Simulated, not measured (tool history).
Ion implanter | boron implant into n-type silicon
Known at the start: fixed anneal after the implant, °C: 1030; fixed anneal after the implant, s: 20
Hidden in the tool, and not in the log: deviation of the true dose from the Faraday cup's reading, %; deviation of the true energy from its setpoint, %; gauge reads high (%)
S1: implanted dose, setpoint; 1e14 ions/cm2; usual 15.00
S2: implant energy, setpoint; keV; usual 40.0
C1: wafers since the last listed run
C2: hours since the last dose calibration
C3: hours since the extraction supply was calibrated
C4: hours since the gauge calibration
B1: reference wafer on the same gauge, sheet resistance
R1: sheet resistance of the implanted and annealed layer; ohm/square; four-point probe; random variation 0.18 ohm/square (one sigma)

| run | hour | S1 | S2 | C1 | C2 | C3 | C4 | B1 | R1 |
|---|---|---|---|---|---|---|---|---|---|
| 1 | 0.0 | 13.23 | 40.0 | 0 | 750.5 | 6031.1 | 332.4 | 78.12 | 89.41 |
| 2 | 9.9 | 13.23 | 40.0 | 144 | 760.4 | 6041.0 | 342.3 | 78.13 | 89.18 |
| 3 | 16.4 | 15.00 | 40.0 | 94 | 766.9 | 6047.5 | 348.8 | 78.08 | 80.25 |
| 4 | 24.3 | 15.00 | 40.0 | 114 | 774.8 | 6055.4 | 356.7 | 78.11 | 80.03 |
| 5 | 36.7 | 15.00 | 32.0 | 180 | 787.2 | 6067.8 | 369.1 | 78.12 | 81.89 |
| 6 | 44.3 | 15.00 | 32.0 | 110 | 794.8 | 6075.4 | 376.7 | 78.10 | 81.36 |
| 7 | 58.4 | 15.00 | 32.0 | 205 | 808.9 | 6089.5 | 390.8 | 78.08 | 81.33 |
| 8 | 69.7 | 15.00 | 40.0 | 164 | 820.2 | 6100.8 | 402.1 | 78.07 | 80.58 |
|  | 72.7 | gauge calibrated |
| 9 | 78.3 | 15.00 | 40.0 | 125 | 828.8 | 6109.4 | 5.6 | 78.14 | 80.09 |
| 10 | 94.0 | 15.00 | 40.0 | 228 | 844.5 | 6125.1 | 21.3 | 78.09 | 80.05 |
|  | 109.0 | Faraday cup replaced and dose calibrated |
| 11 | 109.5 | 15.00 | 40.0 | 109 | 0.5 | 6140.6 | 36.8 | 78.12 | 78.50 |
| 12 | 118.7 | 15.00 | 40.0 | 133 | 9.7 | 6149.8 | 46.0 | 78.11 | 78.47 |
| 13 | 134.4 | 15.00 | 40.0 | 228 | 25.4 | 6165.5 | 61.7 | 78.13 | 78.20 |
| 14 | 151.8 | 15.00 | 40.0 | 253 | 42.8 | 6182.9 | 79.1 | 78.08 | 78.75 |
| 15 | 167.1 | 10.94 | 35.0 | 222 | 58.1 | 6198.2 | 94.4 | 78.09 | 104.29 |
| 16 | 177.3 | 10.91 | 48.0 | 148 | 68.3 | 6208.4 | 104.6 | 78.10 | 101.76 |
| 17 | 186.7 | 15.00 | 40.0 | 136 | 77.7 | 6217.8 | 114.0 | 78.10 | 78.94 |
| 18 | 196.2 | 15.00 | 40.0 | 138 | 87.2 | 6227.3 | 123.5 | 78.08 | 78.58 |
| 19 | 208.0 | 13.10 | 40.0 | 171 | 99.0 | 6239.1 | 135.3 | 78.12 | 88.61 |
| 20 | 215.1 | 12.45 | 28.0 | 103 | 106.1 | 6246.2 | 142.4 | 78.12 | 94.52 |
| 21 | 226.7 | 15.00 | 47.5 | 168 | 117.7 | 6257.8 | 154.0 | 78.11 | 77.94 |
| 22 | 243.8 | 10.82 | 30.0 | 248 | 134.8 | 6274.9 | 171.1 | 78.06 | 106.03 |
| 23 | 250.0 | 15.00 | 40.0 | 90 | 141.0 | 6281.1 | 177.3 | 78.11 | 79.25 |
|  | 258.2 | extraction supply calibrated |
| 24 | 260.3 | 15.00 | 40.0 | 33 | 151.3 | 2.1 | 187.6 | 78.09 | 79.06 |
| 25 | 266.5 | 15.00 | 40.0 | 90 | 157.5 | 8.3 | 193.8 | 78.14 | 79.14 |
| 26 | 281.5 | 16.95 | 49.5 | 218 | 172.5 | 23.3 | 208.8 | 78.14 | 70.10 |
| 27 | 287.9 | 17.29 | 53.5 | 93 | 178.9 | 29.7 | 215.2 | 78.09 | 68.45 |
| 28 | 294.8 | 18.26 | 29.0 | 100 | 185.8 | 36.6 | 222.1 | 78.11 | 69.32 |
| 29 | 311.8 | 13.01 | 29.5 | 247 | 202.8 | 53.6 | 239.1 | 78.09 | 91.46 |
| 30 | 326.9 | 16.20 | 47.5 | 219 | 217.9 | 68.7 | 254.2 | 78.11 | 73.15 |
| 31 | 333.7 | 12.55 | 51.0 | 98 | 224.7 | 75.5 | 261.0 | 78.12 | 90.64 |
| 32 | 348.8 | 16.65 | 47.0 | 219 | 239.8 | 90.6 | 276.1 | 78.13 | 71.82 |
| 33 | 355.7 | 15.00 | 31.5 | 100 | 246.7 | 97.5 | 283.0 | 78.10 | 80.77 |
| 34 | 365.8 | 15.00 | 40.0 | 146 | 256.8 | 107.6 | 293.1 | 78.13 | 79.83 |
| 35 | 374.6 | 13.23 | 40.0 | 128 | 265.6 | 116.4 | 301.9 | 78.11 | 88.54 |
| 36 | 391.6 | 15.00 | 35.0 | 247 | 282.6 | 133.4 | 318.9 | 78.05 | 80.34 |
| 37 | 404.4 | 12.62 | 40.0 | 186 | 295.4 | 146.2 | 331.7 | 78.15 | 92.22 |

How the hidden state differs across the entries between the runs, from the last listed run before each to the first after it:
Between runs 8 and 9: gauge calibrated (hour 72.7)
  deviation of the true dose from the Faraday cup's reading, %: -3.29 -> -3.3
  measured less the result without the state, R1: +2.29 -> +2.27 ohm/square
Between runs 10 and 11: Faraday cup replaced and dose calibrated (hour 109.0)
  deviation of the true dose from the Faraday cup's reading, %: -3.31 -> -0.546
  measured less the result without the state, R1: +2.28 -> +0.37 ohm/square
Between runs 23 and 24: extraction supply calibrated (hour 258.2)
  deviation of the true dose from the Faraday cup's reading, %: -1.68 -> -1.74
  measured less the result without the state, R1: +1.15 -> +1.18 ohm/square
